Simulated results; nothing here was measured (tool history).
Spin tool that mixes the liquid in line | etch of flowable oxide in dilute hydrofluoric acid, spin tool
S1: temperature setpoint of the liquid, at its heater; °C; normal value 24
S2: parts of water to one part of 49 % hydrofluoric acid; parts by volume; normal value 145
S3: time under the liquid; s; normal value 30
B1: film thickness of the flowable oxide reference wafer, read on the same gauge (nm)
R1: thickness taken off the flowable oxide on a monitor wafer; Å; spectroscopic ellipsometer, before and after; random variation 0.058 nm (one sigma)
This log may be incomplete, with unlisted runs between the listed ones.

run	day	S1	S2	S3	B1	R1
1	0	24	145	30	90.01	95.7
2	0.538	24	145	30	90.02	94.9
3	1.712	24	145	30	90.02	94.5
4	2.904	24	145	30	90.02	94.6
5	3.521	24	145	30	89.99	94.6
6	4.871	24	145	30	90.01	94.6
7	5.846	24	145	30	89.97	95.2
8	6.396	24	145	20	90.01	62.7
9	7.054	24	145	20	90	63
# day 7.329: gauge calibrated
10	8.392	24	105	15	90.01	67.9
11	9.167	24	145	30	89.99	94
12	9.675	29	180	40	90.01	116.2
# day 9.829: hydrofluoric acid flow meter replaced
13	13.146	24	145	30	89.99	93.2
14	13.938	27.5	145	15	89.97	52.9
# day 14.346: thermometer replaced
15	15.279	24	145	30	90.01	100.1
16	16.083	24	100	30	89.98	151.8
17	17.196	27	120	30	90	137.9
18	17.904	19	110	15	90.01	56.4
# day 18.046: gauge calibrated
19	18.821	21.5	205	50	90.02	100
20	19.967	24	145	30	90.02	99.4

Each row is a separate what-if for the run after 20, all from the same tool condition, not one after another. Results?
A	19.983	24	145	30	?	?
B	19.983	25.5	205	15	?	?
C	19.983	27.5	200	30	?	?

run	B1	R1
A	90.01	98.8
B	90.01	34.6
C	90.01	76.6
With no hidden state in the tool, these same runs would have given:
run	R1
A	100.3
B	35
C	77.6

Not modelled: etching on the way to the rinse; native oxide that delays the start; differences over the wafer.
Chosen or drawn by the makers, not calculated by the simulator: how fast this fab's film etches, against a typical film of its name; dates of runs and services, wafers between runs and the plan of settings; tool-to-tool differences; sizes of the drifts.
